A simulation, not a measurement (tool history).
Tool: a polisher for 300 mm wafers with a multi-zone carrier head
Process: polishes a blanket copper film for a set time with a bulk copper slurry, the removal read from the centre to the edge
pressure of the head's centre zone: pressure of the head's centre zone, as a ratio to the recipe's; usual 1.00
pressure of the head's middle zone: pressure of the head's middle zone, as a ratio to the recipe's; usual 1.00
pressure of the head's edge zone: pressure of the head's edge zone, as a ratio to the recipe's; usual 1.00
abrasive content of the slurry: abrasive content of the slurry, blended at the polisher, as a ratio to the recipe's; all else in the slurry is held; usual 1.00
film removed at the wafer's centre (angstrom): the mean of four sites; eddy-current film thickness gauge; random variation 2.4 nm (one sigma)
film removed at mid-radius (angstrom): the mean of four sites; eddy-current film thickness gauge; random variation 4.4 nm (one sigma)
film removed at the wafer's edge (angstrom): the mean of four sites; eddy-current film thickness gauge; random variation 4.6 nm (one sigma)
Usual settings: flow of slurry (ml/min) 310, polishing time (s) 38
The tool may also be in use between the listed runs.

| run | hour | flow of slurry (ml/min) | pressure of the head's centre zone | pressure of the head's middle zone | pressure of the head's edge zone | abrasive content of the slurry | polishing time (s) | wafers since the last listed run | wafers polished on this pad | hours since the slurry nozzle was cleaned | hours since the centre zone pressure was calibrated | hours since the edge zone pressure was calibrated | hours since the carrier head's membrane was replaced | incoming thickness of the incoming film, nm | film removed at the wafer's centre (angstrom) | film removed at mid-radius (angstrom) | film removed at the wafer's edge (angstrom) |
|---|---|---|---|---|---|---|---|---|---|---|---|---|---|---|---|---|---|
| 1 | 0.0 | 310 | 1.00 | 1.00 | 1.00 | 1.00 | 38 | 0 | 674 | 292.6 | 217.8 | 857.6 | 628.0 | 2843.5 | 3373 | 3322 | 3440 |
| 2 | 11.6 | 310 | 1.00 | 1.00 | 1.00 | 1.00 | 38 | 150 | 824 | 304.2 | 229.4 | 869.2 | 639.6 | 2843.8 | 3331 | 3315 | 3331 |
|  | 24.4 | worn pad replaced by a new one |
| 3 | 27.7 | 310 | 1.00 | 1.00 | 1.00 | 1.00 | 38 | 156 | 42 | 320.3 | 245.5 | 885.3 | 655.7 | 2848.0 | 3483 | 3588 | 3509 |
|  | 33.6 | edge zone pressure recalibrated |
| 4 | 36.6 | 310 | 1.00 | 1.00 | 1.00 | 1.00 | 38 | 89 | 131 | 329.2 | 254.4 | 3.0 | 664.6 | 2895.1 | 3403 | 3420 | 3490 |
| 5 | 48.9 | 310 | 1.00 | 1.00 | 1.00 | 1.00 | 38 | 159 | 291 | 341.5 | 266.7 | 15.3 | 676.9 | 2908.5 | 3362 | 3337 | 3395 |
| 6 | 62.8 | 310 | 1.00 | 1.00 | 1.00 | 1.00 | 38 | 180 | 471 | 355.4 | 280.6 | 29.2 | 690.8 | 2908.8 | 3263 | 3371 | 3425 |
| 7 | 80.7 | 280 | 1.00 | 0.92 | 1.00 | 1.00 | 38 | 231 | 703 | 373.3 | 298.5 | 47.1 | 708.7 | 2894.0 | 3210 | 3066 | 3328 |
|  | 90.1 | worn pad replaced by a new one |
| 8 | 93.0 | 310 | 1.00 | 1.00 | 1.00 | 1.00 | 38 | 107 | 38 | 385.6 | 310.8 | 59.4 | 721.0 | 2918.9 | 3465 | 3566 | 3586 |
| 9 | 101.0 | 310 | 1.00 | 1.00 | 1.00 | 1.00 | 38 | 103 | 141 | 393.6 | 318.8 | 67.4 | 729.0 | 2896.1 | 3381 | 3445 | 3541 |
| 10 | 123.0 | 310 | 1.09 | 1.00 | 0.93 | 1.30 | 38 | 285 | 426 | 415.6 | 340.8 | 89.4 | 751.0 | 2908.4 | 3877 | 3615 | 3514 |
| 11 | 129.1 | 215 | 1.00 | 1.00 | 1.00 | 1.10 | 38 | 79 | 505 | 421.7 | 346.9 | 95.5 | 757.1 | 2854.2 | 3225 | 3275 | 3324 |
|  | 134.3 | centre zone pressure recalibrated |
| 12 | 141.9 | 310 | 0.91 | 1.00 | 1.00 | 1.10 | 38 | 139 | 645 | 434.5 | 7.6 | 108.3 | 769.9 | 2914.3 | 3209 | 3490 | 3486 |
| 13 | 148.2 | 310 | 1.00 | 1.00 | 0.92 | 1.00 | 38 | 81 | 727 | 440.8 | 13.9 | 114.6 | 776.2 | 2890.2 | 3436 | 3368 | 3194 |
|  | 155.2 | worn pad replaced by a new one |
| 14 | 159.4 | 240 | 0.95 | 1.00 | 1.00 | 1.00 | 49 | 93 | 53 | 452.0 | 25.1 | 125.8 | 787.4 | 2935.7 | 4277 | 4420 | 4512 |
| 15 | 169.6 | 310 | 1.00 | 1.00 | 1.00 | 1.00 | 38 | 132 | 185 | 462.2 | 35.3 | 136.0 | 797.6 | 2875.7 | 3505 | 3508 | 3395 |
|  | 175.4 | carrier head's membrane replaced by a new one |
|  | 176.4 | slurry nozzle cleaned |
| 16 | 187.3 | 255 | 1.00 | 1.00 | 1.09 | 1.25 | 34 | 151 | 337 | 10.9 | 53.0 | 153.7 | 11.9 | 2851.2 | 3201 | 3179 | 3325 |
| 17 | 203.9 | 310 | 1.00 | 0.96 | 1.00 | 1.00 | 38 | 215 | 552 | 27.5 | 69.6 | 170.3 | 28.5 | 2870.9 | 3386 | 3176 | 3256 |
| 18 | 210.6 | 310 | 1.00 | 1.00 | 0.92 | 1.10 | 27 | 86 | 639 | 34.2 | 76.3 | 177.0 | 35.2 | 2837.8 | 2508 | 2447 | 2374 |
| 19 | 220.3 | 310 | 1.00 | 1.00 | 1.09 | 1.15 | 38 | 125 | 765 | 43.9 | 86.0 | 186.7 | 44.9 | 2930.2 | 3498 | 3434 | 3682 |
|  | 230.7 | worn pad replaced by a new one |
| 20 | 235.0 | 310 | 1.00 | 1.00 | 1.08 | 1.00 | 38 | 138 | 55 | 58.6 | 100.7 | 201.4 | 59.6 | 2906.3 | 3556 | 3485 | 3742 |
| 21 | 248.7 | 310 | 1.00 | 1.00 | 1.00 | 1.00 | 38 | 177 | 233 | 72.3 | 114.4 | 215.1 | 73.3 | 2861.1 | 3489 | 3489 | 3479 |
| 22 | 264.4 | 405 | 1.00 | 1.00 | 0.88 | 1.00 | 38 | 203 | 436 | 88.0 | 130.1 | 230.8 | 89.0 | 2906.3 | 3506 | 3486 | 3187 |

Some steps in film removed at the wafer's centre (angstrom) between neighbouring runs. How much of each would the tool show without its hidden state too (settings, what came in, random variation), and how much is left for the hidden state, with any gauge scatter that isn't in both results?
The hidden state here: removal rate lost through wear of the pad, %; slurry flow missing at the pad, %; deviation of the centre zone's pressure from its setpoint, %; deviation of the edge zone's pressure from its setpoint, %.
Run 7 -> 8: flow of slurry (ml/min) 280 -> 310, pressure of the head's middle zone 0.92 -> 1.00, worn pad replaced by a new one. film removed at the wafer's centre (angstrom) +255: hidden state +224, all else +31.
Run 17 -> 18: pressure of the head's middle zone 0.96 -> 1.00, pressure of the head's edge zone 1.00 -> 0.92, abrasive content of the slurry 1.00 -> 1.10, polishing time (s) 38 -> 27. film removed at the wafer's centre (angstrom) -878: hidden state +58, all else -936.
Run 18 -> 19: pressure of the head's edge zone 0.92 -> 1.09, abrasive content of the slurry 1.10 -> 1.15, polishing time (s) 27 -> 38. film removed at the wafer's centre (angstrom) +990: hidden state -88, all else +1078.
Run 19 -> 20: pressure of the head's edge zone 1.09 -> 1.08, abrasive content of the slurry 1.15 -> 1.00, worn pad replaced by a new one. film removed at the wafer's centre (angstrom) +58: hidden state +244, all else -186.

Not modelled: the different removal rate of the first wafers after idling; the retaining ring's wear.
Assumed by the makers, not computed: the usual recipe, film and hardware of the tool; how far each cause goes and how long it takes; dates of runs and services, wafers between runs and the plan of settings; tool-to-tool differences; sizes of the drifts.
